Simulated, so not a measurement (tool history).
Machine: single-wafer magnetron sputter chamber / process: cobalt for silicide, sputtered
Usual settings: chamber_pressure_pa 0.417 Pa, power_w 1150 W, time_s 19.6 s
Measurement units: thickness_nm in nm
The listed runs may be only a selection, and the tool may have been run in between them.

run,day,chamber_pressure_pa,power_w,time_s,"read-back reference wafer on the same gauge, thickness_nm",thickness_nm
1,0,0.417,1150,19.6,12.401,11.545
2,1.067,0.417,1150,19.6,12.379,11.482
3,1.788,0.417,1150,18.5,12.397,11.006
# day 2.454: sputter target and shields replaced
4,2.479,0.417,1150,19.6,12.389,11.594
5,6.146,0.417,1150,19.6,12.391,11.522
6,6.717,0.503,1150,19.6,12.406,11.24
# day 7.071: gauge calibrated
# day 8.175: capacitance manometer re-zeroed and calibrated
7,8.196,0.417,1150,19.6,12.392,11.497
8,8.842,0.417,1150,19.6,12.395,11.613
9,11.717,0.322,1150,19.6,12.4,11.925
10,12.375,0.322,1150,19.6,12.409,11.997
11,13.142,0.51,1150,18,12.405,10.318
12,14.075,0.417,1150,19.6,12.41,11.627
# day 15.296: sputter target and shields replaced
# day 15.542: magnet pack replaced
13,16.433,0.321,1000,19.6,12.39,10.419
14,17.633,0.417,1000,19.6,12.413,10.026
15,19.033,0.513,1150,19.6,12.421,11.247
16,19.742,0.292,1450,23.4,12.386,18.11
17,20.308,0.417,1150,19.6,12.398,11.563
18,20.896,0.417,1150,19.6,12.388,11.532
19,22.383,0.417,1150,19.6,12.383,11.498
20,23.458,0.464,1150,16.1,12.394,9.384

Below are 3 alternative next runs, each starting from the tool's condition after run 20. Predict each:
A,23.475,0.366,1150,19.6,?,?
B,23.475,0.467,1350,19.6,?,?
C,23.475,0.417,1150,21.7,?,?

run,"read-back reference wafer on the same gauge, thickness_nm",thickness_nm
A,12.389,11.763
B,12.389,13.342
C,12.389,12.799
The same runs, with their run-to-run variation unchanged, on a tool lacking any hidden condition would have given:
run,thickness_nm
A,11.763
B,13.342
C,12.799
